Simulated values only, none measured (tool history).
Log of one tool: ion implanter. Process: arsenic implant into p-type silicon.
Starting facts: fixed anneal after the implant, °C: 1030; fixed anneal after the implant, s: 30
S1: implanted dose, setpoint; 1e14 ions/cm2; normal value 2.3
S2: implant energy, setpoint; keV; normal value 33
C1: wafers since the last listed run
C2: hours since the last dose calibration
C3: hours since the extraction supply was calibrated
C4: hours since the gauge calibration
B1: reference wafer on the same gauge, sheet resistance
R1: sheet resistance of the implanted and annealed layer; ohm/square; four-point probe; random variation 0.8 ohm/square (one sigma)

run     day    S1    S2    C1     C2      C3     C4      B1      R1
  1       0   2.3    36     0    327  4560.8  203.8  432.53   360.8
  2   1.346  2.14    33   884  359.3  4593.1  236.1  432.88  384.12
  3   1.933  2.14    33   386  373.4  4607.2  250.2  432.79  383.91
  4   3.075   2.3    33   750  400.8  4634.6  277.6  432.97  365.85
  5   4.104   2.3    33   676  425.5  4659.3  302.3  433.23   365.3
  6     4.8   2.3  30.5   457  442.2    4676    319  433.32  369.49
  7   6.208   2.3  30.5   925    476  4709.8  352.8   433.5  369.04
  8   6.804   2.3  30.5   391  490.3  4724.1  367.1  433.42  368.45
      6.979  -- gauge calibrated
  9   7.329   2.3    33   344  502.9  4736.7    8.4  428.87  361.26
 10  11.362   2.3    33  2650  599.7  4833.5  105.2  431.25  363.68
     11.862  -- Faraday cup replaced and dose calibrated
     12.683  -- extraction supply calibrated
 11  12.704  1.76    33   443   20.2     0.5  137.4  431.58  442.26
 12  13.083  2.77    28   249   29.3     9.6  146.5  432.13  323.63
 13  14.404  2.01    33   867     61    41.3  178.2  432.39  402.87
 14  15.362  2.78  24.5   629     84    64.3  201.2  432.74  330.55
 15  16.525  2.98    41   763  111.9    92.2  229.1  432.94  291.13
 16  17.721  1.95  24.5   785  140.6   120.9  257.8  433.18  430.67
 17  18.379   2.3    33   432  156.4   136.7  273.6  433.11  365.58
 18  19.504  1.99  37.5   739  183.4   163.7  300.6  433.25  398.21
 19  20.358   2.3    33   561  203.9   184.2  321.1  433.33  365.11
 20  20.979   2.3    33   407  218.8   199.1    336   433.4  365.44
 21  22.279   2.3    33   854    250   230.3  367.2   433.3   365.6

4 ways to go on from here, each from the tool as it stands after run 21. What would each give?
  A  22.296  1.73  33  10  250.4  230.7  367.6   ?   ?
  B  22.296   2.9  41  10  250.4  230.7  367.6   ?   ?
  C  22.296   2.3  28  10  250.4  230.7  367.6   ?   ?
  D  22.296  1.72  33  10  250.4  230.7  367.6   ?   ?

run      B1      R1
  A  433.44  448.92
  B  433.44  297.21
  C  433.44  372.97
  D  433.44   450.8
Take away the tool's hidden state, keep each run's random variation, and the runs would have read:
run      R1
  A  443.29
  B  293.48
  C  368.29
  D  445.14
